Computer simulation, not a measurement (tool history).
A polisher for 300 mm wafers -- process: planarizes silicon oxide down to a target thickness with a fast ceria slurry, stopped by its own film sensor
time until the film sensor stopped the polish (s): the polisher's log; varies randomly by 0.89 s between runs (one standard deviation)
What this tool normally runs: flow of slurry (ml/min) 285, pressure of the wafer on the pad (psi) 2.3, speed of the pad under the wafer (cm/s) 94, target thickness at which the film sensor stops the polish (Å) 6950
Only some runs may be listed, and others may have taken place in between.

run	hour	flow of slurry (ml/min)	pressure of the wafer on the pad (psi)	speed of the pad under the wafer (cm/s)	target thickness at which the film sensor stops the polish (Å)	incoming thickness of the incoming film, nm	time until the film sensor stopped the polish (s)
1	0.0	285	2.3	94	6950	1686.2	76.5
2	22.1	285	2.3	118	4890	1729.3	76.4
3	43.1	285	2.3	118	4890	1706.5	74.1
4	63.2	285	2.3	94	6950	1696.2	76.3
# hour 90.0: worn pad replaced by a new one
5	90.3	285	2.3	94	6950	1730.6	81.9
6	117.4	285	2.3	94	6950	1681.2	77.3
7	130.6	285	2.3	94	6950	1710.8	78.0
8	151.9	285	2.3	94	6950	1712.7	77.9
9	166.6	285	2.3	94	6950	1696.0	77.1
10	184.8	285	2.3	94	6950	1665.5	75.4
# hour 269.9: worn pad replaced by a new one
11	285.9	285	2.3	94	8540	1669.7	64.6
12	319.2	285	2.3	94	6950	1677.7	76.3
13	352.0	285	2.3	94	6950	1675.4	76.8
14	375.9	285	2.3	94	6950	1689.8	78.4
15	409.3	285	2.3	94	6950	1673.7	76.1
16	422.3	285	2.3	94	6950	1713.7	80.2
17	440.9	380	2.3	94	6950	1677.9	74.9
# hour 460.1: worn pad replaced by a new one
18	461.5	285	2.3	94	9320	1693.1	60.4
# hour 464.7: slurry nozzle cleaned
19	482.5	285	2.0	82	3830	1710.6	131.0
20	512.8	285	2.3	94	6950	1691.6	73.6
21	541.0	285	2.3	118	4890	1697.8	71.7
22	558.5	285	1.9	94	5460	1719.3	107.6
23	624.0	195	2.7	62	4390	1705.7	132.4
# hour 643.3: worn pad replaced by a new one
24	656.1	285	2.6	116	3990	1715.0	70.6
# hour 661.5: head pressure recalibrated
25	679.6	285	2.3	94	6950	1714.5	78.3
26	700.4	285	1.9	124	6950	1706.5	70.4
27	724.5	285	2.7	70	8920	1706.7	73.2
28	737.0	200	1.7	102	8540	1687.0	83.1
29	752.9	285	2.6	94	8430	1691.0	58.5
30	774.7	350	1.7	118	7870	1694.9	73.5
31	809.8	285	3.1	94	5960	1718.2	64.5
# hour 818.8: worn pad replaced by a new one
32	845.3	365	1.9	84	4600	1705.5	126.2

Below, some changes in time until the film sensor stopped the polish (s) between adjacent runs. For each, the amount present without the hidden state too (settings, incoming material, random variation) and the amount remaining for the hidden state with gauge scatter not shared by both compared results:
Hidden state present: removal rate lost through wear of the pad, %; slurry flow missing at the pad, %; deviation of the head's pressure from its setpoint, %.
Run 18 -> 19: pressure of the wafer on the pad (psi) 2.3 -> 2.0, speed of the pad under the wafer (cm/s) 94 -> 82, target thickness at which the film sensor stops the polish (Å) 9320 -> 3830, slurry nozzle cleaned. time until the film sensor stopped the polish (s) +70.6: hidden state -3.3, all else +73.9.
Run 22 -> 23: flow of slurry (ml/min) 285 -> 195, pressure of the wafer on the pad (psi) 1.9 -> 2.7, speed of the pad under the wafer (cm/s) 94 -> 62, target thickness at which the film sensor stops the polish (Å) 5460 -> 4390. time until the film sensor stopped the polish (s) +24.8: hidden state +3.4, all else +21.4.
Run 23 -> 24: flow of slurry (ml/min) 195 -> 285, pressure of the wafer on the pad (psi) 2.7 -> 2.6, speed of the pad under the wafer (cm/s) 62 -> 116, target thickness at which the film sensor stops the polish (Å) 4390 -> 3990, worn pad replaced by a new one. time until the film sensor stopped the polish (s) -61.8: hidden state -3.1, all else -58.7.
Run 31 -> 32: flow of slurry (ml/min) 285 -> 365, pressure of the wafer on the pad (psi) 3.1 -> 1.9, speed of the pad under the wafer (cm/s) 94 -> 84, target thickness at which the film sensor stops the polish (Å) 5960 -> 4600, worn pad replaced by a new one. time until the film sensor stopped the polish (s) +61.7: hidden state +2.1, all else +59.6.
